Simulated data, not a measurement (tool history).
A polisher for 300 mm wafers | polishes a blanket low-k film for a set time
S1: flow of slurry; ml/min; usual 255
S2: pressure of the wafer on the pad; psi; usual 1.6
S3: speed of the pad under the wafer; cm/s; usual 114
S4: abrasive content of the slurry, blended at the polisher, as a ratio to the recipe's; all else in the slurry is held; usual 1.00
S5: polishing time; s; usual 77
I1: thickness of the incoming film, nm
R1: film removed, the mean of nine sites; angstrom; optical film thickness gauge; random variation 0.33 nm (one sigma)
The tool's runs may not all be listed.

{"run": 1, "hour": 0.0, "S1": 255, "S2": 1.7, "S3": 114, "S4": 1.0, "S5": 86, "I1": 395.0, "R1": 264}
{"run": 2, "hour": 6.0, "S1": 255, "S2": 1.7, "S3": 114, "S4": 1.0, "S5": 86, "I1": 385.3, "R1": 261}
{"run": 3, "hour": 18.6, "S1": 255, "S2": 1.6, "S3": 114, "S4": 1.0, "S5": 77, "I1": 388.7, "R1": 223}
{"run": 4, "hour": 36.4, "S1": 255, "S2": 1.6, "S3": 90, "S4": 1.0, "S5": 55, "I1": 391.8, "R1": 144}
{"run": 5, "hour": 52.5, "S1": 255, "S2": 1.9, "S3": 104, "S4": 1.2, "S5": 67, "I1": 389.9, "R1": 206}
{"hour": 60.2, "done": "slurry blender recalibrated"}
{"run": 6, "hour": 95.0, "S1": 255, "S2": 1.6, "S3": 114, "S4": 1.0, "S5": 77, "I1": 389.3, "R1": 231}
{"run": 7, "hour": 107.2, "S1": 255, "S2": 1.6, "S3": 114, "S4": 1.1, "S5": 77, "I1": 391.0, "R1": 235}
{"hour": 116.1, "done": "worn pad replaced by a new one"}
{"run": 8, "hour": 119.4, "S1": 255, "S2": 1.6, "S3": 114, "S4": 1.0, "S5": 77, "I1": 393.9, "R1": 230}
{"run": 9, "hour": 125.8, "S1": 255, "S2": 1.6, "S3": 114, "S4": 1.0, "S5": 77, "I1": 393.9, "R1": 231}
{"run": 10, "hour": 136.1, "S1": 255, "S2": 1.8, "S3": 148, "S4": 1.15, "S5": 90, "I1": 383.5, "R1": 334}
{"run": 11, "hour": 142.7, "S1": 255, "S2": 1.6, "S3": 114, "S4": 1.0, "S5": 77, "I1": 389.1, "R1": 228}
{"hour": 150.5, "done": "head pressure recalibrated"}
{"run": 12, "hour": 157.3, "S1": 255, "S2": 1.6, "S3": 114, "S4": 1.0, "S5": 65, "I1": 385.6, "R1": 189}
{"hour": 165.0, "done": "conditioning disc replaced and pad reconditioned"}
{"run": 13, "hour": 169.5, "S1": 255, "S2": 1.6, "S3": 114, "S4": 1.0, "S5": 77, "I1": 390.1, "R1": 247}
{"hour": 174.2, "done": "slurry nozzle cleaned"}
{"run": 14, "hour": 176.8, "S1": 255, "S2": 1.6, "S3": 134, "S4": 1.0, "S5": 77, "I1": 387.4, "R1": 267}
{"run": 15, "hour": 184.5, "S1": 290, "S2": 1.6, "S3": 114, "S4": 1.0, "S5": 77, "I1": 393.9, "R1": 243}
{"hour": 195.1, "done": "slurry blender recalibrated"}
{"run": 16, "hour": 195.6, "S1": 255, "S2": 1.6, "S3": 114, "S4": 1.0, "S5": 77, "I1": 385.2, "R1": 254}
{"run": 17, "hour": 204.6, "S1": 215, "S2": 1.6, "S3": 114, "S4": 1.0, "S5": 77, "I1": 390.5, "R1": 249}
{"hour": 226.2, "done": "worn pad replaced by a new one"}
{"run": 18, "hour": 251.7, "S1": 340, "S2": 1.6, "S3": 114, "S4": 1.0, "S5": 95, "I1": 392.7, "R1": 307}
{"run": 19, "hour": 263.6, "S1": 255, "S2": 1.6, "S3": 152, "S4": 1.0, "S5": 77, "I1": 386.3, "R1": 281}
{"run": 20, "hour": 277.5, "S1": 255, "S2": 1.6, "S3": 114, "S4": 1.25, "S5": 98, "I1": 389.7, "R1": 312}
{"run": 21, "hour": 284.6, "S1": 255, "S2": 1.6, "S3": 98, "S4": 1.0, "S5": 77, "I1": 389.4, "R1": 215}
{"run": 22, "hour": 297.1, "S1": 280, "S2": 1.6, "S3": 90, "S4": 1.0, "S5": 77, "I1": 391.2, "R1": 206}
{"run": 23, "hour": 303.2, "S1": 255, "S2": 1.6, "S3": 114, "S4": 1.0, "S5": 77, "I1": 390.7, "R1": 229}
{"hour": 337.5, "done": "worn pad replaced by a new one"}
{"run": 24, "hour": 339.1, "S1": 170, "S2": 1.6, "S3": 86, "S4": 1.0, "S5": 69, "I1": 386.0, "R1": 166}
{"hour": 344.9, "done": "slurry blender recalibrated"}
{"run": 25, "hour": 354.4, "S1": 315, "S2": 1.1, "S3": 126, "S4": 1.1, "S5": 77, "I1": 387.5, "R1": 214}

Hidden state or all else? Some run-to-run changes of R1, split into what the settings, what came in and random variation would give without the hidden state, and what is left for the hidden state (with any gauge scatter that isn't in both results):
The hidden state here: removal rate lost through wear of the pad, %; slurry flow missing at the pad, %; deviation of the head's pressure from its setpoint, %; abrasive missing from the slurry, %; time polished since the conditioner stopped cutting, s.
Run 9 -> 10: S2 1.6 -> 1.8, S3 114 -> 148, S4 1.00 -> 1.15, S5 77 -> 90. R1 +103 angstrom: hidden state -30, all else +133.
Run 10 -> 11: S2 1.8 -> 1.6, S3 148 -> 114, S4 1.15 -> 1.00, S5 90 -> 77. R1 -106 angstrom: hidden state +28, all else -134.

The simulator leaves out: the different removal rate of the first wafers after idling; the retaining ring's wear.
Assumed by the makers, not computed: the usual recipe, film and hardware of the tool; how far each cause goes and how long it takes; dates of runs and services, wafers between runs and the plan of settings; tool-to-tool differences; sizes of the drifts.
